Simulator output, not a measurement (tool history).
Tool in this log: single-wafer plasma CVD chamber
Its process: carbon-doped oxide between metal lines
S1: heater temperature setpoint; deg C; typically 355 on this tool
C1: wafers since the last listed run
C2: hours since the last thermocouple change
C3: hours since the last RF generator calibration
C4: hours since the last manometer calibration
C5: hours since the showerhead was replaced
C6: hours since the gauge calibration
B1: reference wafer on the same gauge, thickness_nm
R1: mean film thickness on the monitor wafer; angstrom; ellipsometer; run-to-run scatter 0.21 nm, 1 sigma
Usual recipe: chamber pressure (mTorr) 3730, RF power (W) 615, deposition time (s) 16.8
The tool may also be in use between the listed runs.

Run 1, hour 0.0: usual settings; C1 0; C2 730.4; C3 115.3; C4 2238.0; C5 3561.3; C6 1565.3; B1 93.423. Result: R1 935.96 angstrom.
Run 2, hour 64.4: usual settings but S1 366 deg C; C1 2691; C2 794.8; C3 179.7; C4 2302.4; C5 3625.7; C6 1629.7; B1 93.568. Result: R1 908.33 angstrom.
Run 3, hour 90.9: usual settings; C1 1107; C2 821.3; C3 206.2; C4 2328.9; C5 3652.2; C6 1656.2; B1 93.526. Result: R1 935.71 angstrom.
Run 4, hour 161.9: usual settings; C1 2967; C2 892.3; C3 277.2; C4 2399.9; C5 3723.2; C6 1727.2; B1 93.557. Result: R1 936.35 angstrom.
Run 5, hour 213.5: usual settings; C1 2156; C2 943.9; C3 328.8; C4 2451.5; C5 3774.8; C6 1778.8; B1 93.514. Result: R1 932.92 angstrom.
Run 6, hour 257.3: usual settings; C1 1830; C2 987.7; C3 372.6; C4 2495.3; C5 3818.6; C6 1822.6; B1 93.523. Result: R1 937.12 angstrom.
Run 7, hour 328.0: usual settings; C1 2954; C2 1058.4; C3 443.3; C4 2566.0; C5 3889.3; C6 1893.3; B1 93.536. Result: R1 932.50 angstrom.
Run 8, hour 371.1: usual settings; C1 1801; C2 1101.5; C3 486.4; C4 2609.1; C5 3932.4; C6 1936.4; B1 93.491. Result: R1 932.27 angstrom.
At hour 394.3: gauge calibrated.
Run 9, hour 402.4: usual settings; C1 1308; C2 1132.8; C3 517.7; C4 2640.4; C5 3963.7; C6 8.1; B1 93.501. Result: R1 932.21 angstrom.
Run 10, hour 456.5: usual settings but chamber pressure (mTorr) 4190, RF power (W) 560; C1 2260; C2 1186.9; C3 571.8; C4 2694.5; C5 4017.8; C6 62.2; B1 93.451. Result: R1 864.35 angstrom.
At hour 465.6: capacitance manometer re-zeroed and calibrated.
Run 11, hour 484.4: usual settings but chamber pressure (mTorr) 4590, RF power (W) 675; C1 831; C2 1214.8; C3 599.7; C4 18.8; C5 4045.7; C6 90.1; B1 93.618. Result: R1 1026.34 angstrom.
Run 12, hour 551.5: usual settings but chamber pressure (mTorr) 3400, RF power (W) 560; C1 2804; C2 1281.9; C3 666.8; C4 85.9; C5 4112.8; C6 157.2; B1 93.514. Result: R1 851.50 angstrom.
At hour 601.0: showerhead replaced, of another model than before.
Run 13, hour 607.4: usual settings but S1 347 deg C; C1 2001; C2 1337.8; C3 722.7; C4 141.8; C5 6.4; C6 213.1; B1 93.510. Result: R1 955.47 angstrom.
Run 14, hour 665.4: usual settings but S1 349 deg C, RF power (W) 735, deposition time (s) 20.1; C1 2423; C2 1395.8; C3 780.7; C4 199.8; C5 64.4; C6 271.1; B1 93.542. Result: R1 1275.02 angstrom.
Run 15, hour 699.2: usual settings but RF power (W) 715; C1 1412; C2 1429.6; C3 814.5; C4 233.6; C5 98.2; C6 304.9; B1 93.510. Result: R1 1031.66 angstrom.
Run 16, hour 736.9: usual settings but S1 351 deg C, chamber pressure (mTorr) 4170; C1 1575; C2 1467.3; C3 852.2; C4 271.3; C5 135.9; C6 342.6; B1 93.431. Result: R1 955.80 angstrom.
Run 17, hour 786.3: usual settings but S1 347 deg C, chamber pressure (mTorr) 2850, RF power (W) 535, deposition time (s) 15.9; C1 2064; C2 1516.7; C3 901.6; C4 320.7; C5 185.3; C6 392.0; B1 93.518. Result: R1 796.14 angstrom.
At hour 852.5: RF generator calibrated.
Run 18, hour 990.9: usual settings; C1 8216; C2 1721.3; C3 138.4; C4 525.3; C5 389.9; C6 596.6; B1 93.405. Result: R1 931.42 angstrom.
Run 19, hour 1016.6: usual settings but chamber pressure (mTorr) 3490, RF power (W) 495, deposition time (s) 18.6; C1 1074; C2 1747.0; C3 164.1; C4 551.0; C5 415.6; C6 622.3; B1 93.464. Result: R1 874.71 angstrom.
Run 20, hour 1061.0: usual settings but chamber pressure (mTorr) 3120, deposition time (s) 14.6; C1 1855; C2 1791.4; C3 208.5; C4 595.4; C5 460.0; C6 666.7; B1 93.454. Result: R1 790.77 angstrom.
At hour 1096.1: thermocouple changed; heater temperature recalibrated.
Run 21, hour 1121.0: usual settings but S1 347 deg C, chamber pressure (mTorr) 2850, RF power (W) 535, deposition time (s) 15.9; C1 2173; C2 24.9; C3 268.5; C4 655.4; C5 520.0; C6 726.7; B1 93.456. Result: R1 807.40 angstrom.
Run 22, hour 1172.5: usual settings but chamber pressure (mTorr) 3490, RF power (W) 495, deposition time (s) 18.6; C1 2152; C2 76.4; C3 320.0; C4 706.9; C5 571.5; C6 778.2; B1 93.480. Result: R1 883.13 angstrom.
Run 23, hour 1239.5: usual settings but chamber pressure (mTorr) 4090, RF power (W) 505; C1 2799; C2 143.4; C3 387.0; C4 773.9; C5 638.5; C6 845.2; B1 93.489. Result: R1 824.97 angstrom.
Run 24, hour 1296.2: usual settings but S1 342 deg C, RF power (W) 650; C1 2369; C2 200.1; C3 443.7; C4 830.6; C5 695.2; C6 901.9; B1 93.655. Result: R1 1011.79 angstrom.
Run 25, hour 1357.6: usual settings but RF power (W) 505, deposition time (s) 20.0; C1 2565; C2 261.5; C3 505.1; C4 892.0; C5 756.6; C6 963.3; B1 93.518. Result: R1 970.66 angstrom.
Run 26, hour 1419.0: usual settings but chamber pressure (mTorr) 3310; C1 2565; C2 322.9; C3 566.5; C4 953.4; C5 818.0; C6 1024.7; B1 93.585. Result: R1 925.38 angstrom.
Run 27, hour 1454.5: usual settings but deposition time (s) 15.4; C1 1483; C2 358.4; C3 602.0; C4 988.9; C5 853.5; C6 1060.2; B1 93.493. Result: R1 861.01 angstrom.
Run 28, hour 1507.8: usual settings but S1 340 deg C, chamber pressure (mTorr) 4580; C1 2227; C2 411.7; C3 655.3; C4 1042.2; C5 906.8; C6 1113.5; B1 93.461. Result: R1 1011.70 angstrom.
Run 29, hour 1573.5: usual settings; C1 2745; C2 477.4; C3 721.0; C4 1107.9; C5 972.5; C6 1179.2; B1 93.426. Result: R1 937.60 angstrom.

Some steps in R1 between neighbouring runs. How much of each would the tool show without its hidden state too (settings, what came in, random variation), and how much is left for the hidden state, with any gauge scatter that isn't in both results?
Hidden state present: wafer temperature above the value expected at the setpoint (K); delivered RF power above the setpoint (%); true pressure above the setpoint (%); gauge reads high (%).
Run 13 -> 14: S1 347 -> 349, RF power (W) 615 -> 735, deposition time (s) 16.8 -> 20.1. R1 +319.55 angstrom: hidden state -3.32, all else +322.87.
Run 14 -> 15: S1 349 -> 355, RF power (W) 735 -> 715, deposition time (s) 20.1 -> 16.8. R1 -243.36 angstrom: hidden state +2.59, all else -245.95.
Run 20 -> 21: S1 355 -> 347, chamber pressure (mTorr) 3120 -> 2850, RF power (W) 615 -> 535, deposition time (s) 14.6 -> 15.9, thermocouple changed; heater temperature recalibrated. R1 +16.63 angstrom: hidden state +9.53, all else +7.10.

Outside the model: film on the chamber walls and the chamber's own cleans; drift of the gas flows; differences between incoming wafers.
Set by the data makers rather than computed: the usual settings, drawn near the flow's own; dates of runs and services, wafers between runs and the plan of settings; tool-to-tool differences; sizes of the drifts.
